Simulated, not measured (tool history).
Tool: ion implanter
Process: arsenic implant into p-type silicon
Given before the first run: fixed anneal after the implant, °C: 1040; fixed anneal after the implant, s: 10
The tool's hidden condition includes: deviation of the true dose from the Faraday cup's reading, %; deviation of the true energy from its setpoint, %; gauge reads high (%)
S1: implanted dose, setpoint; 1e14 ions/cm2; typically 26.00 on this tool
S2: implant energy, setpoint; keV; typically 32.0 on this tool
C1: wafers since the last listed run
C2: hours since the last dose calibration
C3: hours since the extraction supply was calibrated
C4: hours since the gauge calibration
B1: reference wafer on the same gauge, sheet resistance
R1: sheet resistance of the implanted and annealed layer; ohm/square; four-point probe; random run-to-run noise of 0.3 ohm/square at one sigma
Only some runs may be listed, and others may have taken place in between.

{"run": 1, "hour": 0.0, "S1": 31.87, "S2": 32.0, "C1": 0, "C2": 988.3, "C3": 2585.4, "C4": 695.6, "B1": 82.09, "R1": 71.62}
{"run": 2, "hour": 57.9, "S1": 31.87, "S2": 32.0, "C1": 1264, "C2": 1046.2, "C3": 2643.3, "C4": 753.5, "B1": 82.02, "R1": 71.32}
{"hour": 76.1, "done": "Faraday cup replaced and dose calibrated"}
{"run": 3, "hour": 113.1, "S1": 31.87, "S2": 32.0, "C1": 1031, "C2": 37.0, "C3": 2698.5, "C4": 808.7, "B1": 81.71, "R1": 71.23}
{"run": 4, "hour": 293.6, "S1": 26.0, "S2": 32.0, "C1": 3943, "C2": 217.5, "C3": 2879.0, "C4": 989.2, "B1": 81.43, "R1": 73.36}
{"run": 5, "hour": 327.8, "S1": 26.0, "S2": 32.0, "C1": 747, "C2": 251.7, "C3": 2913.2, "C4": 1023.4, "B1": 81.49, "R1": 73.34}
{"run": 6, "hour": 391.1, "S1": 26.0, "S2": 32.0, "C1": 1382, "C2": 315.0, "C3": 2976.5, "C4": 1086.7, "B1": 81.58, "R1": 73.81}
{"run": 7, "hour": 447.9, "S1": 26.0, "S2": 32.0, "C1": 1240, "C2": 371.8, "C3": 3033.3, "C4": 1143.5, "B1": 81.33, "R1": 73.73}
{"run": 8, "hour": 529.2, "S1": 26.0, "S2": 32.0, "C1": 1776, "C2": 453.1, "C3": 3114.6, "C4": 1224.8, "B1": 81.25, "R1": 73.16}
{"run": 9, "hour": 582.3, "S1": 26.0, "S2": 32.0, "C1": 1160, "C2": 506.2, "C3": 3167.7, "C4": 1277.9, "B1": 81.04, "R1": 73.29}
{"run": 10, "hour": 616.4, "S1": 26.0, "S2": 32.0, "C1": 744, "C2": 540.3, "C3": 3201.8, "C4": 1312.0, "B1": 81.09, "R1": 73.77}
{"run": 11, "hour": 678.6, "S1": 26.0, "S2": 32.0, "C1": 1358, "C2": 602.5, "C3": 3264.0, "C4": 1374.2, "B1": 81.0, "R1": 73.17}
{"run": 12, "hour": 712.8, "S1": 26.0, "S2": 32.0, "C1": 747, "C2": 636.7, "C3": 3298.2, "C4": 1408.4, "B1": 80.89, "R1": 73.43}
{"hour": 717.3, "done": "gauge calibrated"}
{"run": 13, "hour": 761.9, "S1": 26.0, "S2": 32.0, "C1": 1072, "C2": 685.8, "C3": 3347.3, "C4": 44.6, "B1": 82.48, "R1": 74.56}
{"hour": 795.5, "done": "extraction supply calibrated"}
{"run": 14, "hour": 804.9, "S1": 30.93, "S2": 27.0, "C1": 764, "C2": 728.8, "C3": 9.4, "C4": 87.6, "B1": 82.58, "R1": 77.06}
{"run": 15, "hour": 833.0, "S1": 22.8, "S2": 21.5, "C1": 613, "C2": 756.9, "C3": 37.5, "C4": 115.7, "B1": 82.48, "R1": 88.74}
{"run": 16, "hour": 863.6, "S1": 28.32, "S2": 38.0, "C1": 668, "C2": 787.5, "C3": 68.1, "C4": 146.3, "B1": 82.74, "R1": 68.05}
{"run": 17, "hour": 910.5, "S1": 30.22, "S2": 38.5, "C1": 1024, "C2": 834.4, "C3": 115.0, "C4": 193.2, "B1": 82.55, "R1": 65.92}
{"run": 18, "hour": 957.6, "S1": 30.67, "S2": 21.5, "C1": 1029, "C2": 881.5, "C3": 162.1, "C4": 240.3, "B1": 82.61, "R1": 84.35}
{"hour": 1027.0, "done": "Faraday cup replaced and dose calibrated"}
{"run": 19, "hour": 1148.8, "S1": 20.08, "S2": 23.0, "C1": 4002, "C2": 121.8, "C3": 353.3, "C4": 431.5, "B1": 82.41, "R1": 89.0}
{"run": 20, "hour": 1174.3, "S1": 21.87, "S2": 36.0, "C1": 557, "C2": 147.3, "C3": 378.8, "C4": 457.0, "B1": 82.32, "R1": 74.23}
{"run": 21, "hour": 1225.2, "S1": 26.0, "S2": 32.0, "C1": 1112, "C2": 198.2, "C3": 429.7, "C4": 507.9, "B1": 82.52, "R1": 73.81}
{"run": 22, "hour": 1296.8, "S1": 26.0, "S2": 27.5, "C1": 1564, "C2": 269.8, "C3": 501.3, "C4": 579.5, "B1": 82.36, "R1": 79.11}
{"run": 23, "hour": 1350.3, "S1": 21.72, "S2": 24.5, "C1": 1168, "C2": 323.3, "C3": 554.8, "C4": 633.0, "B1": 82.2, "R1": 86.04}
{"run": 24, "hour": 1416.8, "S1": 23.72, "S2": 38.0, "C1": 1452, "C2": 389.8, "C3": 621.3, "C4": 699.5, "B1": 82.17, "R1": 71.17}
{"run": 25, "hour": 1459.7, "S1": 32.16, "S2": 32.0, "C1": 937, "C2": 432.7, "C3": 664.2, "C4": 742.4, "B1": 82.22, "R1": 70.79}
{"run": 26, "hour": 1513.3, "S1": 26.0, "S2": 32.0, "C1": 1171, "C2": 486.3, "C3": 717.8, "C4": 796.0, "B1": 82.02, "R1": 74.93}

Branching from run 26: 4 alternative next runs. What would each branch give?
{"run": "A", "hour": 1513.7, "S1": 26.0, "S2": 25.5, "C1": 8, "C2": 486.7, "C3": 718.2, "C4": 796.4, "B1": "?", "R1": "?"}
{"run": "B", "hour": 1513.7, "S1": 32.28, "S2": 38.0, "C1": 8, "C2": 486.7, "C3": 718.2, "C4": 796.4, "B1": "?", "R1": "?"}
{"run": "C", "hour": 1513.7, "S1": 21.82, "S2": 22.0, "C1": 8, "C2": 486.7, "C3": 718.2, "C4": 796.4, "B1": "?", "R1": "?"}
{"run": "D", "hour": 1513.7, "S1": 26.0, "S2": 24.0, "C1": 8, "C2": 486.7, "C3": 718.2, "C4": 796.4, "B1": "?", "R1": "?"}

run=A B1=82.14 R1=81.09
run=B B1=82.14 R1=65.51
run=C B1=82.14 R1=88.61
run=D B1=82.14 R1=82.96
Had the tool no hidden state, the same runs would have come out as:
run=A R1=81.50
run=B R1=65.84
run=C R1=89.06
run=D R1=83.37

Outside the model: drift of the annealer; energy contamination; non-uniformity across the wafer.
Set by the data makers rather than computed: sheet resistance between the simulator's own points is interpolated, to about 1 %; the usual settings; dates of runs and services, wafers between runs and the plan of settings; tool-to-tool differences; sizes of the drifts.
